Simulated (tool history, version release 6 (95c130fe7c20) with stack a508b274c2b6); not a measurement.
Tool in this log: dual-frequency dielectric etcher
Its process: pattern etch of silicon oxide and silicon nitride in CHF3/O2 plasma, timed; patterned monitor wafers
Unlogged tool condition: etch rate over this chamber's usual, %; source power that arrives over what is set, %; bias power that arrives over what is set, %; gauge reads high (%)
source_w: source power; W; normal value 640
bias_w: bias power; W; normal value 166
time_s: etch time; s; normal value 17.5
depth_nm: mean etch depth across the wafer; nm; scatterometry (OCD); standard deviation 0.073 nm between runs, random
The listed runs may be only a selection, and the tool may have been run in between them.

run,hour,source_w,bias_w,time_s,wafers since the last listed run,hours since the last wet clean,hours since the last source power generator calibration,hours since the last bias power generator calibration,hours since the last upper electrode change,hours since the gauge calibration,"read-back reference wafer on the same gauge, depth_nm",depth_nm
1,0,640,144,14,0,231.5,2479.7,2986.7,4521.1,151.5,23.81,20.21
2,10.4,640,144,14,127,241.9,2490.1,2997.1,4531.5,161.9,23.81,20.23
3,19.4,710,166,17.5,110,250.9,2499.1,3006.1,4540.5,170.9,23.8,27.37
4,30.1,710,166,17.5,131,261.6,2509.8,3016.8,4551.2,181.6,23.8,27.39
5,74.8,640,154,17.5,547,306.3,2554.5,3061.5,4595.9,226.3,23.8,25.86
6,81.3,640,154,17.5,79,312.8,2561,3068,4602.4,232.8,23.8,25.83
7,89.3,640,166,17.5,97,320.8,2569,3076,4610.4,240.8,23.8,26.32
# hour 114.7: source power generator calibrated
# hour 127.4: upper electrode replaced
# hour 127.8: bias power generator calibrated
8,128.3,640,139,17.5,267,359.8,13.6,0.5,0.9,279.8,23.8,25.26
9,128.7,640,166,17.5,4,360.2,14,0.9,1.3,280.2,23.8,26.57
10,130.7,640,166,17.5,24,362.2,16,2.9,3.3,282.2,23.8,26.48
# hour 164.1: wet clean of the chamber
11,164.6,700,166,14,121,0.5,49.9,36.8,37.2,316.1,23.81,21.41
12,164.9,640,150,13,3,0.8,50.2,37.1,37.5,316.4,23.8,18.54
13,165.8,700,137,17.5,11,1.7,51.1,38,38.4,317.3,23.8,25.35
14,174.3,640,166,17.5,104,10.2,59.6,46.5,46.9,325.8,23.81,25.77
15,186.6,570,131,14,150,22.5,71.9,58.8,59.2,338.1,23.8,18.53
16,200.7,640,166,17.5,172,36.6,86,72.9,73.3,352.2,23.79,25.96
# hour 211.2: gauge calibrated
17,212.4,640,166,17.5,143,48.3,97.7,84.6,85,1.2,23.82,25.85
18,222,550,194,21.5,117,57.9,107.3,94.2,94.6,10.8,23.78,31.48
19,237,640,166,19.5,183,72.9,122.3,109.2,109.6,25.8,23.79,28.99
20,264.6,510,166,14,337,100.5,149.9,136.8,137.2,53.4,23.81,19.16
21,278,640,191,16,164,113.9,163.3,150.2,150.6,66.8,23.8,24.86

What if the next run were any one of these 4? Each begins from the tool's condition after run 21:
A,278.4,640,166,13.5,4,114.3,163.7,150.6,151,67.2,?,?
B,278.4,640,198,17.5,4,114.3,163.7,150.6,151,67.2,?,?
C,278.4,750,177,20.5,4,114.3,163.7,150.6,151,67.2,?,?
D,278.4,580,187,21.5,4,114.3,163.7,150.6,151,67.2,?,?

run,"read-back reference wafer on the same gauge, depth_nm",depth_nm
A,23.81,20.11
B,23.81,27.48
C,23.81,32.98
D,23.81,32.01
What these runs would have given with no unlogged condition in the tool:
run,depth_nm
A,20.05
B,27.4
C,32.89
D,31.93
